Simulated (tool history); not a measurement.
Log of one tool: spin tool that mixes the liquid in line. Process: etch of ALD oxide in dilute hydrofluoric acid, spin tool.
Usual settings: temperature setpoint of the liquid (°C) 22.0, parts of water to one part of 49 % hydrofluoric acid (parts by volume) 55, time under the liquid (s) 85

run     day  temperature setpoint of the liquid (°C)  parts of water to one part of 49 % hydrofluoric acid (parts by volume)  time under the liquid (s)  wafers since the last listed run  hours since the thermometer was replaced  hours since the hydrofluoric acid flow meter was replaced  hours since the gauge calibration  read-back film thickness of the ALD oxide reference wafer, read on the same gauge (nm)  thickness taken off the ALD oxide on a monitor wafer (nm)
  1   0.000                                     23.0                                                                      55                         85                                 0                                     223.6                                                     2424.3                              226.5                                                                                   80.02                                                      48.18
  2   1.138                                     23.0                                                                      55                         85                               293                                     250.9                                                     2451.6                              253.8                                                                                   80.00                                                      48.39
  3   2.571                                     22.0                                                                      55                         85                               369                                     285.3                                                     2486.0                              288.2                                                                                   80.00                                                      46.20
  4   3.792                                     22.0                                                                      55                         85                               314                                     314.6                                                     2515.3                              317.5                                                                                   79.96                                                      45.53
  5   4.533                                     22.0                                                                      55                         85                               191                                     332.4                                                     2533.1                              335.3                                                                                   79.98                                                      46.37
  6   5.458                                     22.0                                                                      55                        100                               238                                     354.6                                                     2555.3                              357.5                                                                                   79.98                                                      54.60
  7   6.808                                     22.0                                                                      55                         85                               348                                     387.0                                                     2587.7                              389.9                                                                                   80.02                                                      45.97
      7.888  -- hydrofluoric acid flow meter replaced
  8   8.162                                     22.0                                                                      55                         85                               338                                     419.5                                                        6.6                              422.4                                                                                   80.03                                                      40.53
  9   8.750                                     22.0                                                                      55                         85                               151                                     433.6                                                       20.7                              436.5                                                                                   79.98                                                      40.49
 10   9.267                                     26.5                                                                      75                        105                               133                                     446.0                                                       33.1                              448.9                                                                                   79.98                                                      43.37
 11  10.346                                     22.0                                                                      35                         85                               278                                     471.9                                                       59.0                              474.8                                                                                   80.01                                                      65.76
 12  11.712                                     22.0                                                                      55                         85                               352                                     504.7                                                       91.8                              507.6                                                                                   80.01                                                      40.57
     13.825  -- gauge calibrated
 13  15.042                                     18.5                                                                      25                        115                               858                                     584.6                                                      171.7                               29.2                                                                                   79.99                                                     109.39
     15.354  -- thermometer replaced
 14  15.646                                     22.0                                                                      55                         85                               145                                       7.0                                                      186.2                               43.7                                                                                   80.00                                                      40.86
 15  16.221                                     22.0                                                                      55                         85                               148                                      20.8                                                      200.0                               57.5                                                                                   80.01                                                      40.34
 16  16.996                                     24.5                                                                      30                         35                               199                                      39.4                                                      218.6                               76.1                                                                                   79.96                                                      35.87
 17  18.038                                     24.0                                                                      45                         85                               268                                      64.4                                                      243.6                              101.1                                                                                   79.96                                                      54.94
 18  21.529                                     23.5                                                                      30                         85                               900                                     148.2                                                      327.4                              184.9                                                                                   79.99                                                      82.91

Some steps in thickness taken off the ALD oxide on a monitor wafer (nm) between neighbouring runs. How much of each would the tool show without its hidden state too (settings, what came in, random variation), and how much is left for the hidden state, with any gauge scatter that isn't in both results?
The hidden state here: liquid hotter than its thermometer reads (K); hydrofluoric acid flow above the setpoint (%); gauge reads high (%).
Run 7 -> 8: hydrofluoric acid flow meter replaced. thickness taken off the ALD oxide on a monitor wafer (nm) -5.44: hidden state -5.79, all else +0.35.
Run 12 -> 13: temperature setpoint of the liquid (°C) 22.0 -> 18.5, parts of water to one part of 49 % hydrofluoric acid (parts by volume) 55 -> 25, time under the liquid (s) 85 -> 115, gauge calibrated. thickness taken off the ALD oxide on a monitor wafer (nm) +68.82: hidden state +1.04, all else +67.78.

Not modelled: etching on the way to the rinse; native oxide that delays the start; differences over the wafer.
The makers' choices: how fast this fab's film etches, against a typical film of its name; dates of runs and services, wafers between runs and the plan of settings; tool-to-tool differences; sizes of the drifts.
